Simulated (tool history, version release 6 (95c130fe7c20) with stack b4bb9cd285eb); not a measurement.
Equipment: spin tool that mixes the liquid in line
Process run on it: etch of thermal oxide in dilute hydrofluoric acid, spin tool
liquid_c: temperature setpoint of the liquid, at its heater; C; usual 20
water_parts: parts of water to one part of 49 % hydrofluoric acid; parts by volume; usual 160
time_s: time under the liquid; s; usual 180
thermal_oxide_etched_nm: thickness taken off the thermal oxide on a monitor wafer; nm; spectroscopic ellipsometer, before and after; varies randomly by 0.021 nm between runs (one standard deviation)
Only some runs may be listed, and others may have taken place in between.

run	hour	liquid_c	water_parts	time_s	wafers since the last listed run	hours since the thermometer was replaced	hours since the hydrofluoric acid flow meter was replaced	hours since the gauge calibration	read-back film thickness of the thermal oxide reference wafer, read on the same gauge (nm)	thermal_oxide_etched_nm
1	0	20	160	260	0	1014.6	746.8	1517.4	80.02	6.191
# hour 19.6: hydrofluoric acid flow meter replaced
2	36.4	20	225	180	346	1051	16.8	1553.8	79.986	2.785
3	69.4	20	225	180	323	1084	49.8	1586.8	80.03	2.76
4	109.5	20	160	240	392	1124.1	89.9	1626.9	80.026	5.6
5	163.3	20	160	180	526	1177.9	143.7	1680.7	80.045	4.2
6	190.5	20	160	180	266	1205.1	170.9	1707.9	80.001	4.175
7	301.2	20	160	180	1084	1315.8	281.6	1818.6	79.971	4.211
8	345.1	20	160	180	429	1359.7	325.5	1862.5	79.974	4.189
9	385.7	20	160	180	397	1400.3	366.1	1903.1	79.99	4.232
10	448.3	21.5	160	180	613	1462.9	428.7	1965.7	80.027	4.456
11	514.4	21.5	160	180	647	1529	494.8	2031.8	80.005	4.473
# hour 572.5: thermometer replaced
12	579.4	20	160	130	626	6.9	559.8	2096.8	79.997	3.066
13	632.7	20	160	180	521	60.2	613.1	2150.1	80.039	4.204
14	698.4	18	130	180	643	125.9	678.8	2215.8	80.015	4.976
15	752.9	22.5	200	245	533	180.4	733.3	2270.3	79.93	4.897
16	786.4	18.5	160	180	328	213.9	766.8	2303.8	79.987	4.031
17	820.2	22.5	235	180	331	247.7	800.6	2337.6	79.955	2.949
18	848.9	20	115	180	281	276.4	829.3	2366.3	79.945	6.204
19	889.9	24.5	160	180	401	317.4	870.3	2407.3	79.988	5.106
20	955	20	160	180	637	382.5	935.4	2472.4	79.991	4.273
# hour 957.4: gauge calibrated
# hour 1014.6: hydrofluoric acid flow meter replaced
21	1015.1	23.5	160	180	578	442.6	0.5	57.7	79.965	4.789
22	1047	20	160	180	312	474.5	32.4	89.6	80.044	4.173
23	1092.5	20	160	180	445	520	77.9	135.1	79.967	4.21
24	1125.1	20	220	275	319	552.6	110.5	167.7	79.995	4.332
25	1183.9	20	160	180	575	611.4	169.3	226.5	80.056	4.197
26	1216.2	17	90	145	316	643.7	201.6	258.8	80.003	5.748
27	1264.7	21.5	135	125	474	692.2	250.1	307.3	79.978	3.793

Run 28, settings as shown, results not yet in. Your forecast:
28	1316.2	25	190	240	504	743.7	301.6	358.8	?	?

{"run 28": {"read-back film thickness of the thermal oxide reference wafer, read on the same gauge (nm)": 80.014, "thermal_oxide_etched_nm": 5.5}}
On a tool with no hidden condition, and with the same random variation, this run would have come out at thermal_oxide_etched_nm 5.428 nm.

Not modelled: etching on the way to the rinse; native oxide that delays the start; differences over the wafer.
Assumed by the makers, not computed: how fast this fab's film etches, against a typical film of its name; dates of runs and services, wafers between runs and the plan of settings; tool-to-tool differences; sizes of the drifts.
